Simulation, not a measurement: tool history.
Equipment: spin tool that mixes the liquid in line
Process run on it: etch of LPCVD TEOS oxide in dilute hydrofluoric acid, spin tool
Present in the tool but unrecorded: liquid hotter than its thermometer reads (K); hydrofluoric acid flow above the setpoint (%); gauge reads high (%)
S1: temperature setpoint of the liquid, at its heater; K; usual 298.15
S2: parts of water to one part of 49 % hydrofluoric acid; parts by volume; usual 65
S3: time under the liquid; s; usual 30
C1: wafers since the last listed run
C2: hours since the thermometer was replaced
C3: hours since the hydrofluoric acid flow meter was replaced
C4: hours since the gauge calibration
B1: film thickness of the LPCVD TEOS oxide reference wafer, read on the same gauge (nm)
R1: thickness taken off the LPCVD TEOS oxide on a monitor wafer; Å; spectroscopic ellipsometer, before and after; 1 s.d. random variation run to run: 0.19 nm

run	hour	S1	S2	S3	C1	C2	C3	C4	B1	R1
1	0.0	298.15	65	30	0	1474.2	638.1	267.2	120.02	322.1
2	15.7	298.15	65	30	191	1489.9	653.8	282.9	119.99	319.8
3	27.7	298.15	65	30	146	1501.9	665.8	294.9	120.02	322.2
4	58.4	298.15	65	30	374	1532.6	696.5	325.6	119.97	321.4
5	72.7	298.15	65	30	174	1546.9	710.8	339.9	120.00	322.2
6	85.4	298.15	65	30	154	1559.6	723.5	352.6	119.99	320.5
# hour 95.1: thermometer replaced
7	95.6	298.15	40	20	112	0.5	733.7	362.8	120.01	364.1
8	102.8	298.15	40	20	87	7.7	740.9	370.0	120.03	363.4
9	110.8	298.15	65	30	97	15.7	748.9	378.0	119.98	322.3
10	120.4	298.15	65	30	117	25.3	758.5	387.6	119.97	323.4
11	138.2	298.15	65	30	217	43.1	776.3	405.4	120.04	323.9
# hour 140.0: hydrofluoric acid flow meter replaced
12	146.4	298.15	65	30	87	51.3	6.4	413.6	120.00	291.2
13	163.5	298.15	65	30	208	68.4	23.5	430.7	120.01	286.8
14	178.7	298.15	65	30	185	83.6	38.7	445.9	119.99	289.4
15	191.4	298.15	65	30	154	96.3	51.4	458.6	119.97	291.9
16	203.4	298.15	65	30	146	108.3	63.4	470.6	120.00	291.6
17	217.8	298.15	65	30	175	122.7	77.8	485.0	120.00	291.4
# hour 229.9: gauge calibrated
18	233.5	298.15	65	30	191	138.4	93.5	3.6	119.98	292.0
19	241.5	300.15	65	30	97	146.4	101.5	11.6	120.03	318.9
20	257.6	298.15	65	40	196	162.5	117.6	27.7	120.03	388.4
21	270.2	298.15	65	30	153	175.1	130.2	40.3	119.97	292.4
22	287.3	301.15	65	30	208	192.2	147.3	57.4	120.01	333.4
23	300.6	299.65	80	30	162	205.5	160.6	70.7	119.98	251.9
24	312.6	295.15	45	15	146	217.5	172.6	82.7	119.98	193.5
25	326.9	298.15	45	40	174	231.8	186.9	97.0	120.05	588.3
26	333.7	294.15	85	40	82	238.6	193.7	103.8	119.98	252.1
27	347.7	298.15	65	30	170	252.6	207.7	117.8	120.00	296.4
28	363.0	293.65	65	30	186	267.9	223.0	133.1	120.00	244.8
29	376.5	294.65	85	30	164	281.4	236.5	146.6	120.01	194.4
30	386.8	300.65	50	30	125	291.7	246.8	156.9	119.97	441.9
31	402.6	298.15	65	45	192	307.5	262.6	172.7	120.00	454.0
32	420.0	299.65	90	50	212	324.9	280.0	190.1	120.02	375.2
33	426.1	300.15	75	15	74	331.0	286.1	196.2	119.98	138.5
34	438.3	296.65	65	50	148	343.2	298.3	208.4	120.01	474.1

Across each entry between runs, compare the hidden state at the last listed run before it with the hidden state at the first listed run after it:
In the gap between runs 6 and 7: thermometer replaced (hour 95.1)
  hydrofluoric acid flow above the setpoint (%): 12.2 -> 12.4
  the result without the hidden state subtracted from the measured one, R1: +37.7 -> +42.1 Å
In the gap between runs 11 and 12: hydrofluoric acid flow meter replaced (hour 140.0)
  hydrofluoric acid flow above the setpoint (%): 13 -> 1.45
  the result without the hidden state subtracted from the measured one, R1: +40.2 -> +4.5 Å
In the gap between runs 17 and 18: gauge calibrated (hour 229.9)
  hydrofluoric acid flow above the setpoint (%): 2.51 -> 2.74
  the result without the hidden state subtracted from the measured one, R1: +7.7 -> +8.4 Å
